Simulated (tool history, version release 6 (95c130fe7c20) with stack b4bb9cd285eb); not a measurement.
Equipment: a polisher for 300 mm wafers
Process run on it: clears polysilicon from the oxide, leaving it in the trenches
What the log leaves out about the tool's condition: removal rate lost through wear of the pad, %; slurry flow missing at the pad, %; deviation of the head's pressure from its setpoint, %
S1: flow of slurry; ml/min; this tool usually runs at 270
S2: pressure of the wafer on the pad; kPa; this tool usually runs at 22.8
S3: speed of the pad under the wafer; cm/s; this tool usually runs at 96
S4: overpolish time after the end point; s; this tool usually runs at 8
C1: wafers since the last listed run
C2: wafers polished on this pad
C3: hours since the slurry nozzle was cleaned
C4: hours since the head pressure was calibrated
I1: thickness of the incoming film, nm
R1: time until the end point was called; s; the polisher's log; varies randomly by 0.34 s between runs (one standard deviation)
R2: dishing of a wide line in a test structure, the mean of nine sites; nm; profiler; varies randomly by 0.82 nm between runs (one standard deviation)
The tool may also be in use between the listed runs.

run   hour   S1    S2   S3  S4    C1    C2     C3      C4     I1    R1    R2
  1    0.0  270  22.8   96   8     0   592   62.1   896.2  391.7  24.0  56.2
  2   27.3  270  22.8   96   8   394   987   89.4   923.5  386.1  23.1  56.2
  3   50.4  270  22.8   96   8   334  1321  112.5   946.6  384.8  24.2  55.9
      55.5  -- worn pad replaced by a new one
  4   76.7  270  22.8   96   8   322   306  138.8   972.9  388.5  23.7  55.4
  5   96.7  295  22.8   76   8   289   595  158.8   992.9  385.4  29.0  52.8
  6  130.2  295  22.8   76   8   484  1079  192.3  1026.4  389.7  29.6  52.5
  7  151.8  295  22.8   76   8   312  1392  213.9  1048.0  385.1  30.1  53.6
     175.7  -- worn pad replaced by a new one
  8  176.2  270  22.8   96   8   294     7  238.3  1072.4  383.9  23.5  55.6
  9  187.6  270  22.8   96   8   164   171  249.7  1083.8  389.1  24.4  56.1
 10  200.2  270  22.8   96   8   182   354  262.3  1096.4  385.1  23.7  57.4
 11  232.3  270  22.8   96   8   464   818  294.4  1128.5  393.9  24.8  56.1
     272.1  -- head pressure recalibrated
 12  275.6  270  18.6  114   8   597  1415  337.7     3.5  396.0  27.5  53.5
     285.6  -- worn pad replaced by a new one
 13  295.7  185  22.8  116   8   232   145  357.8    23.6  394.4  23.5  58.7
 14  323.9  270  15.9  130  11   407   553  386.0    51.8  396.1  28.0  59.1
 15  342.6  310  28.3   68   8   270   823  404.7    70.5  383.7  29.4  51.8
 16  362.2  325  16.5   78   8   283  1107  424.3    90.1  385.7  44.4  44.6
 17  380.7  270  16.5   96   3   267  1374  442.8   108.6  391.9  36.9  26.1
     400.0  -- head pressure recalibrated, repeated, since the last time left the tool worse
     402.1  -- worn pad replaced by a new one
 18  402.6  270  22.8   96   8   258     7  464.7     2.6  394.6  23.3  56.8
     419.2  -- slurry nozzle cleaned
 19  427.8  270  30.3   82   8   349   357    8.6    27.8  384.1  20.3  60.1
 20  440.2  270  15.9   96  10   179   536   21.0    40.2  391.5  32.7  53.7
     515.1  -- worn pad replaced by a new one
 21  540.0  185  22.8  116   8  1385   359  120.8   140.0  388.6  19.9  58.7

Had the tool no unlogged condition, and each run kept its random variation, what would the results have been?
run    R1    R2
  1  22.4  57.3
  2  21.5  57.3
  3  22.5  57.0
  4  22.0  56.5
  5  26.9  54.3
  6  27.4  54.1
  7  27.8  55.2
  8  21.6  56.9
  9  22.5  57.5
 10  21.7  58.7
 11  22.7  57.5
 12  23.5  56.2
 13  20.0  61.0
 14  23.8  60.9
 15  25.0  54.7
 16  37.6  48.4
 17  31.2  29.6
 18  22.8  57.1
 19  19.8  60.4
 20  31.9  54.2
 21  19.2  59.1
